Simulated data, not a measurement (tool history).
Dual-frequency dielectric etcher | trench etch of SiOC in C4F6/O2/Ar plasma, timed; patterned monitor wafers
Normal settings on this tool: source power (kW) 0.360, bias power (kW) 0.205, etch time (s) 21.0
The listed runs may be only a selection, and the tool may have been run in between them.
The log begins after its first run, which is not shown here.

| run | hour | source power (kW) | bias power (kW) | etch time (s) | read-back reference wafer on the same gauge, depth_nm | mean etch depth across the wafer (nm) |
|---|---|---|---|---|---|---|
| 2 | 24.4 | 0.360 | 0.205 | 21.0 | 39.44 | 43.07 |
| 3 | 43.9 | 0.360 | 0.205 | 21.0 | 39.40 | 43.35 |
| 4 | 62.0 | 0.360 | 0.205 | 21.0 | 39.40 | 43.31 |
| 5 | 95.0 | 0.360 | 0.205 | 21.0 | 39.38 | 43.00 |
|  | 110.0 | source power generator calibrated |
| 6 | 110.5 | 0.360 | 0.205 | 21.0 | 39.45 | 42.81 |
| 7 | 133.2 | 0.290 | 0.205 | 21.0 | 39.36 | 39.10 |
| 8 | 153.4 | 0.290 | 0.158 | 21.0 | 39.40 | 36.31 |
| 9 | 185.0 | 0.360 | 0.205 | 19.0 | 39.43 | 38.78 |
| 10 | 212.5 | 0.390 | 0.205 | 25.0 | 39.36 | 52.33 |
| 11 | 247.1 | 0.360 | 0.181 | 17.5 | 39.40 | 34.35 |
| 12 | 260.2 | 0.400 | 0.205 | 16.5 | 39.39 | 34.89 |
| 13 | 277.9 | 0.330 | 0.178 | 23.5 | 39.40 | 44.03 |
|  | 279.3 | gauge calibrated |
| 14 | 311.7 | 0.330 | 0.162 | 24.5 | 39.38 | 44.41 |
| 15 | 339.0 | 0.400 | 0.205 | 16.5 | 39.43 | 34.81 |
| 16 | 355.5 | 0.420 | 0.205 | 21.0 | 39.42 | 45.29 |
| 17 | 384.1 | 0.360 | 0.164 | 18.0 | 39.39 | 34.08 |
| 18 | 411.0 | 0.360 | 0.205 | 23.5 | 39.41 | 47.23 |
| 19 | 440.7 | 0.360 | 0.205 | 21.0 | 39.38 | 42.23 |
| 20 | 463.2 | 0.360 | 0.205 | 21.0 | 39.44 | 41.93 |
| 21 | 489.2 | 0.390 | 0.161 | 14.5 | 39.37 | 28.11 |
| 22 | 519.3 | 0.360 | 0.205 | 21.0 | 39.42 | 41.55 |

Run 23, settings as shown, results not yet in. Your forecast:
|  | 558.5 | wet clean of the chamber |
| 23 | 621.5 | 0.390 | 0.205 | 23.5 | ? | ? |

Run 23 yielded read-back reference wafer on the same gauge, depth_nm 39.37, mean etch depth across the wafer (nm) 49.90.
With the hidden condition absent and the run-to-run variation left alone, this run would have shown mean etch depth across the wafer (nm) 50.10.

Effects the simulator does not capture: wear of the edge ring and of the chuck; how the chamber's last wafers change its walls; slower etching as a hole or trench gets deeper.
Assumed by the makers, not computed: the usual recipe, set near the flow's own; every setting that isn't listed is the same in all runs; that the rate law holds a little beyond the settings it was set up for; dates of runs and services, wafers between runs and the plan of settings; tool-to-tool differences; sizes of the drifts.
